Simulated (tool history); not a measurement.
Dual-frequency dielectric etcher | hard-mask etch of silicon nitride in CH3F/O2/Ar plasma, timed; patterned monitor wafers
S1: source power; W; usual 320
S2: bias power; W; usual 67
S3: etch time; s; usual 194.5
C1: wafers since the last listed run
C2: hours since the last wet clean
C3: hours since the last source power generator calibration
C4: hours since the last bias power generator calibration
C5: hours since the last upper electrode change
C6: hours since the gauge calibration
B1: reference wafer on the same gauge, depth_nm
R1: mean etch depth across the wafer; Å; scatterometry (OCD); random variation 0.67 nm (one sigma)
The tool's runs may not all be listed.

run	day	S1	S2	S3	C1	C2	C3	C4	C5	C6	B1	R1
1	0.000	320	67	241.0	0	18.1	1770.2	2965.6	2372.8	1514.2	135.2	1420
2	2.317	320	67	194.5	402	73.7	1825.8	3021.2	2428.4	1569.8	134.9	1148
3	4.996	320	76	194.5	465	138.0	1890.1	3085.5	2492.7	1634.1	134.9	1221
4	8.188	320	76	194.5	554	214.6	1966.7	3162.1	2569.3	1710.7	135.0	1230
5	10.546	320	76	194.5	409	271.2	2023.3	3218.7	2625.9	1767.3	135.0	1228
6	14.479	320	67	194.5	683	365.6	2117.7	3313.1	2720.3	1861.7	134.9	1158
7	17.779	320	67	194.5	573	444.8	2196.9	3392.3	2799.5	1940.9	135.2	1176
8	20.058	320	67	194.5	396	499.5	2251.6	3447.0	2854.2	1995.6	135.1	1165
# day 23.104: wet clean of the chamber
9	24.408	320	67	194.5	582	31.3	2356.0	3551.4	2958.6	2100.0	135.0	1132
10	28.533	320	67	194.5	716	130.3	2455.0	3650.4	3057.6	2199.0	135.0	1146
11	30.312	350	67	194.5	309	173.0	2497.7	3693.1	3100.3	2241.7	135.0	1204
# day 32.925: upper electrode replaced, of another model than before
12	33.550	350	67	194.5	388	250.7	2575.4	3770.8	15.0	2319.4	135.2	1195
13	35.700	350	67	194.5	373	302.3	2627.0	3822.4	66.6	2371.0	135.0	1205
14	39.508	320	67	194.5	661	393.7	2718.4	3913.8	158.0	2462.4	135.0	1143
15	45.308	270	84	137.0	1008	532.9	2857.6	4053.0	297.2	2601.6	134.9	837
# day 47.542: wet clean of the chamber
16	48.433	320	60	172.5	369	21.4	2932.6	4128.0	372.2	2676.6	135.0	962
# day 51.921: bias power generator calibrated
# day 54.962: gauge calibrated
17	56.371	380	67	194.5	1350	211.9	3123.1	106.8	562.7	33.8	135.0	1236
18	59.488	260	67	156.0	541	286.7	3197.9	181.6	637.5	108.6	135.0	837
19	62.796	320	82	194.5	575	366.1	3277.3	261.0	716.9	188.0	135.0	1260
20	64.329	320	67	194.5	266	402.9	3314.1	297.8	753.7	224.8	134.9	1158
# day 66.033: source power generator calibrated
21	66.479	320	84	237.0	344	454.5	10.7	349.4	805.3	276.4	134.8	1557
# day 68.954: wet clean of the chamber
22	68.975	270	67	194.5	259	0.5	70.6	409.3	865.2	336.3	135.0	1059
23	72.404	320	55	194.5	596	82.8	152.9	491.6	947.5	418.6	135.0	1057
24	83.304	320	67	194.5	1894	344.4	414.5	753.2	1209.1	680.2	134.9	1167
25	87.483	320	67	194.5	726	444.7	514.8	853.5	1309.4	780.5	134.8	1159
26	91.112	320	67	194.5	630	531.8	601.9	940.6	1396.5	867.6	134.9	1171
# day 92.696: wet clean of the chamber
27	93.967	320	67	194.5	322	30.5	670.4	1009.1	1465.0	936.1	135.0	1145
28	95.988	320	67	242.0	351	79.0	718.9	1057.6	1513.5	984.6	135.1	1414

Some steps in R1 between neighbouring runs. How much of each would the tool show without its hidden state too (settings, what came in, random variation), and how much is left for the hidden state, with any gauge scatter that isn't in both results?
The hidden state here: etch rate over this chamber's usual, %; source power that arrives over what is set, %; bias power that arrives over what is set, %; gauge reads high (%).
Run 18 -> 19: S1 260 -> 320, S2 67 -> 82, S3 156.0 -> 194.5. R1 +423 Å: hidden state +11, all else +412.
Run 21 -> 22: S1 320 -> 270, S2 84 -> 67, S3 237.0 -> 194.5, wet clean of the chamber. R1 -498 Å: hidden state -34, all else -464.
Run 26 -> 27: wet clean of the chamber. R1 -26 Å: hidden state -35, all else +9.

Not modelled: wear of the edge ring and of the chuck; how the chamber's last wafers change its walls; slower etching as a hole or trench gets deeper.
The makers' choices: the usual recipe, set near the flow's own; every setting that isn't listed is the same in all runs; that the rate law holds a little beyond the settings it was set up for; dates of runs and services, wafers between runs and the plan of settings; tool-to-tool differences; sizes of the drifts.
